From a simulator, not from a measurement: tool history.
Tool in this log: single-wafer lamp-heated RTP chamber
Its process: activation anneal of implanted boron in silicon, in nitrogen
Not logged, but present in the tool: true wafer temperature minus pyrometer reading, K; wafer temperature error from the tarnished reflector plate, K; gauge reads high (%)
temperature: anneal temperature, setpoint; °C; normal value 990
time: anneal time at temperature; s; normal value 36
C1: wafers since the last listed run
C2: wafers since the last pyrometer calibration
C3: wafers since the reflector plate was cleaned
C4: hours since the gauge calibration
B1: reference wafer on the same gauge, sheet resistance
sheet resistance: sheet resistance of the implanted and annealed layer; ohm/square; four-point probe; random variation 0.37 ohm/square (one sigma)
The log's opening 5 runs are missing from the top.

run 6 hour=254.7 | temperature=990 time=36 | C1=593 C2=3214 C3=11456 C4=2584.5 | B1=76.34 | sheet_resistance=82.35
-- hour=369.0 gauge calibrated
run 7 hour=449.8 | temperature=990 time=36 | C1=2278 C2=5493 C3=13735 C4=80.8 | B1=76.46 | sheet_resistance=80.74
run 8 hour=488.3 | temperature=990 time=36 | C1=449 C2=5942 C3=14184 C4=119.3 | B1=76.41 | sheet_resistance=80.38
-- hour=504.7 reflector plate cleaned
run 9 hour=515.5 | temperature=990 time=36 | C1=224 C2=6167 C3=126 C4=146.5 | B1=76.35 | sheet_resistance=80.20
-- hour=549.1 pyrometer window cleaned and pyrometer calibrated
run 10 hour=554.3 | temperature=990 time=36 | C1=359 C2=61 C3=486 C4=185.3 | B1=76.23 | sheet_resistance=83.26
run 11 hour=582.9 | temperature=990 time=36 | C1=334 C2=395 C3=820 C4=213.9 | B1=76.31 | sheet_resistance=82.35
run 12 hour=617.5 | temperature=990 time=36 | C1=404 C2=799 C3=1224 C4=248.5 | B1=76.33 | sheet_resistance=82.89
run 13 hour=673.1 | temperature=981 time=47 | C1=649 C2=1448 C3=1873 C4=304.1 | B1=76.29 | sheet_resistance=84.29
run 14 hour=738.7 | temperature=1006 time=36 | C1=766 C2=2214 C3=2640 C4=369.7 | B1=76.34 | sheet_resistance=78.78
run 15 hour=782.0 | temperature=990 time=36 | C1=505 C2=2720 C3=3145 C4=413.0 | B1=76.32 | sheet_resistance=81.72
run 16 hour=828.5 | temperature=990 time=36 | C1=543 C2=3263 C3=3688 C4=459.5 | B1=76.27 | sheet_resistance=81.54
run 17 hour=854.3 | temperature=990 time=36 | C1=301 C2=3565 C3=3990 C4=485.3 | B1=76.29 | sheet_resistance=81.53
run 18 hour=923.1 | temperature=990 time=36 | C1=803 C2=4368 C3=4793 C4=554.1 | B1=76.26 | sheet_resistance=81.47
run 19 hour=993.9 | temperature=969 time=15 | C1=826 C2=5195 C3=5620 C4=624.9 | B1=76.32 | sheet_resistance=92.96
run 20 hour=1039.7 | temperature=990 time=56 | C1=534 C2=5730 C3=6155 C4=670.7 | B1=76.34 | sheet_resistance=79.75
run 21 hour=1067.0 | temperature=990 time=36 | C1=318 C2=6049 C3=6474 C4=698.0 | B1=76.31 | sheet_resistance=80.63
-- hour=1128.0 pyrometer window cleaned and pyrometer calibrated
run 22 hour=1132.3 | temperature=970 time=50 | C1=669 C2=49 C3=7143 C4=763.3 | B1=76.20 | sheet_resistance=89.95

Run 23, settings as shown, results not yet in. Your forecast:
run 23 hour=1192.1 | temperature=990 time=36 | C1=698 C2=748 C3=7842 C4=823.1 | B1=? | sheet_resistance=?

{"run 23": {"B1": 76.35, "sheet resistance": 82.93}}
The same run, on a tool lacking any hidden state, would have yielded sheet resistance 83.82 ohm/square.
